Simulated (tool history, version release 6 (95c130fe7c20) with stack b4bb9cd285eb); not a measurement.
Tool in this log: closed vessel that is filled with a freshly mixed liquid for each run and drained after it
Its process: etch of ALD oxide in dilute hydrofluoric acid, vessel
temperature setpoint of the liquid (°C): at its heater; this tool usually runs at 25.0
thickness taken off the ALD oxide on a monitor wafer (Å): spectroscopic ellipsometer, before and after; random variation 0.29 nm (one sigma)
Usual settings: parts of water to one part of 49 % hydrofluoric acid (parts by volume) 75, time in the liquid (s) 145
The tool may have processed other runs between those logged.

run,hour,temperature setpoint of the liquid (°C),parts of water to one part of 49 % hydrofluoric acid (parts by volume),time in the liquid (s),"read-back film thickness of the ALD oxide reference wafer, read on the same gauge (nm)",thickness taken off the ALD oxide on a monitor wafer (Å)
1,0.0,25.0,100,145,120.01,287.6
2,24.3,25.0,65,145,120.00,464.5
3,58.5,25.0,65,145,119.97,470.1
4,123.6,25.0,65,145,120.00,464.7
5,183.6,24.0,75,210,119.99,560.3
6,250.3,22.0,75,145,119.98,355.8
7,290.0,22.0,75,145,120.02,359.7
8,340.0,25.0,75,145,119.97,403.3
9,367.4,25.0,75,145,119.97,404.2
10,415.4,25.0,75,145,120.00,404.6
# hour 495.0: hydrofluoric acid flow meter replaced
# hour 524.4: gauge calibrated
11,617.4,25.0,75,100,120.01,300.8
12,659.7,25.0,110,145,119.96,284.7
13,693.0,27.0,105,145,119.97,327.3
14,728.7,25.0,75,145,120.00,434.1
# hour 771.5: hydrofluoric acid flow meter replaced, repeated, since the last time left the tool worse
# hour 773.5: thermometer replaced
15,775.0,25.0,85,145,120.03,332.3
16,805.1,25.0,75,145,120.02,380.6
17,923.1,22.5,65,180,120.03,488.4
18,984.9,25.0,75,145,119.99,378.7
19,1019.8,27.0,75,205,120.05,579.9
20,1089.5,25.0,75,145,120.01,382.4
21,1146.6,21.0,115,105,120.03,144.6

Each row is a separate what-if for the run after 21, all from the same tool condition, not one after another. Results?
A,1147.3,27.5,75,145,?,?
B,1147.3,30.0,50,170,?,?
C,1147.3,25.0,40,205,?,?

run,"read-back film thickness of the ALD oxide reference wafer, read on the same gauge (nm)",thickness taken off the ALD oxide on a monitor wafer (Å)
A,120.02,424.3
B,120.02,853.1
C,120.02,1066.9
With no hidden state in the tool, these same runs would have given:
run,thickness taken off the ALD oxide on a monitor wafer (Å)
A,414.2
B,833.3
C,1042.4
